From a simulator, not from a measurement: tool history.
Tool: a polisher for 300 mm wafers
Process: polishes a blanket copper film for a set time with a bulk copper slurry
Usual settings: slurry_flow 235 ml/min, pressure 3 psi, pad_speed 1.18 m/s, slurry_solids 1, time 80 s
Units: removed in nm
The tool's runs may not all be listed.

run,hour,slurry_flow,pressure,pad_speed,slurry_solids,time,wafers since the last listed run,wafers polished on this pad,hours since the slurry nozzle was cleaned,hours since the head pressure was calibrated,hours since the slurry blender was calibrated,"incoming thickness of the incoming film, nm",removed
1,0,235,3,1.18,1,80,0,515,164.3,10.3,9.6,4477,945.3
2,56.8,235,3,1.18,1,80,626,1142,221.1,67.1,66.4,4446.5,944.3
3,112.8,235,3,1.18,1,80,617,1759,277.1,123.1,122.4,4508.9,924.9
4,137.5,235,2.4,1.18,1,80,272,2032,301.8,147.8,147.1,4467.3,760.8
5,167.5,235,3,1.18,1,80,330,2363,331.8,177.8,177.1,4499.5,909
6,224.2,235,3,1.18,1,80,625,2988,388.5,234.5,233.8,4475.8,907.4
# hour 240.3: slurry nozzle cleaned
7,274.5,235,3,1.18,1,80,543,3532,34.2,284.8,284.1,4469.4,909
8,314.9,235,2.3,1.18,1,80,445,3977,74.6,325.2,324.5,4400.5,705.2
# hour 350.1: worn pad replaced by a new one
# hour 352: slurry blender recalibrated
9,510.2,235,2.3,1.18,1,80,2089,1745,269.9,520.5,158.2,4468.9,711.2
10,536,235,3,1.18,1,97,284,2029,295.7,546.3,184,4422.3,1113.1
11,588.9,235,3,1.18,1,80,583,2612,348.6,599.2,236.9,4401.1,919.1
# hour 665.2: head pressure recalibrated
# hour 684.7: worn pad replaced by a new one
# hour 686.7: slurry nozzle cleaned
# hour 746.9: slurry blender recalibrated
12,787.7,235,3,1.18,1,80,2093,1102,101,122.5,40.8,4398.3,937.5
13,824.9,235,3,1.18,1,80,410,1512,138.2,159.7,78,4482.8,930
14,886.9,235,3,1.18,1,80,683,2196,200.2,221.7,140,4493.1,907.4
15,952.8,235,3,1.18,1,80,726,2923,266.1,287.6,205.9,4392.4,921.5
16,992.7,235,3,1.18,1,80,440,3363,306,327.5,245.8,4447.9,919.7
17,1026.9,200,3,1.18,1,80,377,3740,340.2,361.7,280,4467.2,872.9
# hour 1064.6: worn pad replaced by a new one
18,1081.3,235,3,1.18,1,80,555,183,394.6,416.1,334.4,4462.3,936.7
# hour 1106.7: slurry blender recalibrated
# hour 1112.6: slurry nozzle cleaned
19,1134.8,235,3,1.58,1,80,556,740,22.2,469.6,28.1,4445.8,1174.6
20,1165.1,170,3,1,0.7,107,334,1074,52.5,499.9,58.4,4504.9,1018.1
21,1217,235,4,1.18,0.7,80,572,1647,104.4,551.8,110.3,4373.5,1165.7

The next listed run, before its measurement:
22,1284.9,235,4,1.18,0.7,80,748,2396,172.3,619.7,178.2,4438.1,?

removed: 1148.7 nm
Without the tool's hidden state the same run would have given removed 1185.9 nm.
